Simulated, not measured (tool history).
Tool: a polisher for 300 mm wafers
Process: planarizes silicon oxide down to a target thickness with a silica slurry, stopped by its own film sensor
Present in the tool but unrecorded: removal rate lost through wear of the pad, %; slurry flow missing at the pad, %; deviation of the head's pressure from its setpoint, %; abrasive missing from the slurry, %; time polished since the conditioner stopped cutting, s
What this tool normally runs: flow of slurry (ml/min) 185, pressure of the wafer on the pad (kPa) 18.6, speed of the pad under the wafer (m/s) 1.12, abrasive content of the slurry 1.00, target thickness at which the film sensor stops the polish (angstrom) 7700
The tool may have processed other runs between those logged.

run,hour,flow of slurry (ml/min),pressure of the wafer on the pad (kPa),speed of the pad under the wafer (m/s),abrasive content of the slurry,target thickness at which the film sensor stops the polish (angstrom),wafers since the last listed run,wafers polished on this pad,hours since the slurry nozzle was cleaned,hours since the head pressure was calibrated,hours since the slurry blender was calibrated,hours since the conditioning disc was replaced,"incoming thickness of the incoming film, nm",time until the film sensor stopped the polish (s)
1,0.0,185,13.8,1.12,1.00,8280,0,328,94.2,1130.4,212.2,39.7,1085.5,147.8
2,22.4,185,18.6,1.12,1.00,7700,171,500,116.6,1152.8,234.6,62.1,1084.5,132.2
3,42.4,185,18.6,1.12,1.00,7700,153,653,136.6,1172.8,254.6,82.1,1077.2,129.5
4,64.4,185,18.6,1.12,1.00,7700,168,822,158.6,1194.8,276.6,104.1,1083.1,132.3
5,94.8,185,18.6,1.12,1.00,7700,233,1055,189.0,1225.2,307.0,134.5,1081.6,134.1
# hour 107.4: worn pad replaced by a new one
6,112.3,185,18.6,1.12,1.00,7700,103,37,206.5,1242.7,324.5,152.0,1077.4,130.4
7,144.7,210,15.2,1.12,1.00,7700,248,285,238.9,1275.1,356.9,184.4,1069.3,152.8
8,173.6,210,15.2,1.12,1.00,7700,221,507,267.8,1304.0,385.8,213.3,1058.4,145.2
# hour 178.2: conditioning disc replaced and pad reconditioned
9,198.4,185,18.6,1.12,1.00,7700,174,682,292.6,1328.8,410.6,20.2,1076.6,129.9
10,214.3,150,18.6,1.42,0.80,8040,121,804,308.5,1344.7,426.5,36.1,1086.0,108.3
11,238.8,185,18.6,1.12,1.00,7340,187,992,333.0,1369.2,451.0,60.6,1087.7,149.0
12,256.2,185,18.6,1.12,0.75,7700,133,1125,350.4,1386.6,468.4,78.0,1070.2,137.2
# hour 268.3: worn pad replaced by a new one
13,270.1,200,18.6,1.24,1.25,8320,75,13,364.3,1400.5,482.3,91.9,1084.2,92.9
# hour 277.0: slurry nozzle cleaned
# hour 286.9: slurry blender recalibrated
14,287.9,160,18.6,1.12,1.00,7700,113,127,10.9,1418.3,1.0,109.7,1082.8,135.8
# hour 292.5: head pressure recalibrated
15,321.2,185,18.6,1.12,1.00,8310,239,367,44.2,28.7,34.3,143.0,1081.0,104.7
16,343.0,185,24.8,1.36,1.30,7700,167,534,66.0,50.5,56.1,164.8,1083.7,80.4
17,376.5,185,15.2,0.88,1.10,7700,256,791,99.5,84.0,89.6,198.3,1065.5,179.9
# hour 391.3: conditioning disc replaced and pad reconditioned
18,401.9,155,22.1,0.90,1.00,7020,179,970,124.9,109.4,115.0,10.6,1077.4,165.7
# hour 414.4: worn pad replaced by a new one
19,425.2,185,16.5,1.50,1.10,7700,147,82,148.2,132.7,138.3,33.9,1068.5,109.9
20,450.7,125,18.6,0.82,1.00,7700,195,278,173.7,158.2,163.8,59.4,1082.8,182.1
21,479.9,185,18.6,1.12,1.00,7700,223,501,202.9,187.4,193.0,88.6,1088.0,131.4
22,494.0,185,18.6,1.12,1.00,7700,108,610,217.0,201.5,207.1,102.7,1079.1,129.8
23,513.5,210,15.2,1.12,1.00,7700,149,759,236.5,221.0,226.6,122.2,1096.2,166.5
24,525.9,185,20.7,1.12,1.00,7700,95,854,248.9,233.4,239.0,134.6,1079.1,117.4
# hour 548.3: worn pad replaced by a new one
25,552.8,185,16.5,0.84,1.20,7380,175,34,275.8,260.3,265.9,161.5,1076.4,193.6
26,571.7,165,18.6,1.12,1.30,7700,144,179,294.7,279.2,284.8,180.4,1063.0,118.1

Hidden condition of the tool, last listed run before each entry between runs versus first listed run after:
Runs 5 to 6: worn pad replaced by a new one (hour 107.4)
  the hidden state is the same at both runs
Runs 8 to 9: conditioning disc replaced and pad reconditioned (hour 178.2)
  the hidden state is the same at both runs
Runs 12 to 13: worn pad replaced by a new one (hour 268.3)
  the hidden state is the same at both runs
Runs 13 to 14: slurry nozzle cleaned (hour 277.0); slurry blender recalibrated (hour 286.9)
  the hidden state is the same at both runs
Runs 14 to 15: head pressure recalibrated (hour 292.5)
  the hidden state is the same at both runs
Runs 17 to 18: conditioning disc replaced and pad reconditioned (hour 391.3)
  the hidden state is the same at both runs
Runs 18 to 19: worn pad replaced by a new one (hour 414.4)
  the hidden state is the same at both runs
Runs 24 to 25: worn pad replaced by a new one (hour 548.3)
  the hidden state is the same at both runs
